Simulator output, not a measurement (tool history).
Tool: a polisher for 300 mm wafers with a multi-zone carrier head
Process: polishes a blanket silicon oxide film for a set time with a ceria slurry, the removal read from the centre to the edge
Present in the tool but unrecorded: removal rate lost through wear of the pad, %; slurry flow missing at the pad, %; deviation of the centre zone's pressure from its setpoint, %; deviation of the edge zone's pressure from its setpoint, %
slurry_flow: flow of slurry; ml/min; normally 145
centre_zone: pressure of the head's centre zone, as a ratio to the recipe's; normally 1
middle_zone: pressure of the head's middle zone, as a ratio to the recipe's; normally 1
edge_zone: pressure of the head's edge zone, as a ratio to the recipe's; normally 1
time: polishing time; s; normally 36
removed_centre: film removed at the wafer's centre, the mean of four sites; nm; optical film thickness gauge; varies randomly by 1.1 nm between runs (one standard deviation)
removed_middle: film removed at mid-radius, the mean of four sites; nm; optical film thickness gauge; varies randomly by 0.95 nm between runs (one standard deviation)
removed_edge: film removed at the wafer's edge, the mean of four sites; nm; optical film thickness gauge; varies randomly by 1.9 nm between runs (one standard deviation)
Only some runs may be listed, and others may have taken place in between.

run   hour  slurry_flow  centre_zone  middle_zone  edge_zone  time  wafers since the last listed run  wafers polished on this pad  hours since the slurry nozzle was cleaned  hours since the centre zone pressure was calibrated  hours since the edge zone pressure was calibrated  hours since the carrier head's membrane was replaced  incoming thickness of the incoming film, nm  removed_centre  removed_middle  removed_edge
  1      0          145            1            1          1    36                                 0                          953                                      150.5                                                573.8                                               36.6                                                 294.6                                       1461.5           149.7           151.9         148.8
  2   26.3          145            1            1          1    36                               294                         1248                                      176.8                                                600.1                                               62.9                                                 320.9                                       1486.2           149.2           151.7         155.4
  3   52.8          145            1            1          1    36                               296                         1545                                      203.3                                                626.6                                               89.4                                                 347.4                                       1496.2           151.6           152.4         153.9
      58.2  -- worn pad replaced by a new one
  4  106.6          145            1            1          1    36                               557                          542                                      257.1                                                680.4                                              143.2                                                 401.2                                       1463.4           150.2           152.6         153.2
     164.3  -- slurry nozzle cleaned
  5  165.7          145            1            1          1    36                               650                         1193                                        1.4                                                739.5                                              202.3                                                 460.3                                       1476.5           150.5           151.5           153
     178.3  -- worn pad replaced by a new one
  6  212.1          145            1            1          1    36                               475                          378                                       47.8                                                785.9                                              248.7                                                 506.7                                       1486.2           151.7           154.3         154.3
     257.5  -- carrier head's membrane replaced by a new one
  7  281.6          145            1            1          1    36                               722                         1101                                      117.3                                                855.4                                              318.2                                                  24.1                                       1483.1           150.5           152.5         151.1
     285.9  -- centre zone pressure recalibrated
  8  314.7          145            1            1          1    36                               348                         1449                                      150.4                                                 28.8                                              351.3                                                  57.2                                       1508.9           150.9           153.1         154.3
     331.6  -- worn pad replaced by a new one
  9  360.6          145            1            1          1    36                               469                          325                                      196.3                                                 74.7                                              397.2                                                 103.1                                       1461.4           151.2             151         153.3
       398  -- edge zone pressure recalibrated
 10  403.9          175            1            1          1    36                               462                          787                                      239.6                                                  118                                                5.9                                                 146.4                                       1459.1           157.8           156.3           159
     465.5  -- slurry nozzle cleaned
 11  468.4          145         1.12            1          1    43                               711                         1499                                        2.9                                                182.5                                               70.4                                                 210.9                                       1479.7           198.8           182.3         185.1
     481.3  -- worn pad replaced by a new one
 12  506.1          145            1            1          1    36                               377                          277                                       40.6                                                220.2                                              108.1                                                 248.6                                       1496.2           151.7           152.7         150.4
 13    570          165            1         1.08          1    36                               715                          993                                      104.5                                                284.1                                                172                                                 312.5                                       1510.9           152.7             164         155.1
 14  621.6          145         0.89            1          1    45                               578                         1571                                      156.1                                                335.7                                              223.6                                                 364.1                                       1478.5           169.9           189.1         188.7
     627.6  -- worn pad replaced by a new one
 15  671.7          145         1.08         1.09          1    24                               516                          494                                      206.2                                                385.8                                              273.7                                                 414.2                                       1468.9           107.5           110.3         101.7

Below are 3 alternative next runs, each starting from the tool's condition after run 15. Predict each:
  A  672.1          145            1            1          1    48                                 4                          498                                      206.6                                                386.2                                              274.1                                                 414.6                                         1487               ?               ?             ?
  B  672.1          145            1         1.06          1    36                                 4                          498                                      206.6                                                386.2                                              274.1                                                 414.6                                         1487               ?               ?             ?
  C  672.1          130         1.08         1.08          1    47                                 4                          498                                      206.6                                                386.2                                              274.1                                                 414.6                                         1487               ?               ?             ?

run  removed_centre  removed_middle  removed_edge
  A           203.5           202.8         199.8
  B           152.7           159.8         149.7
  C           208.5           206.6         191.9
With no hidden state in the tool, these same runs would have given:
run  removed_centre  removed_middle  removed_edge
  A           203.5           202.8         199.8
  B           152.7           159.8         149.7
  C           208.5           206.6         191.9
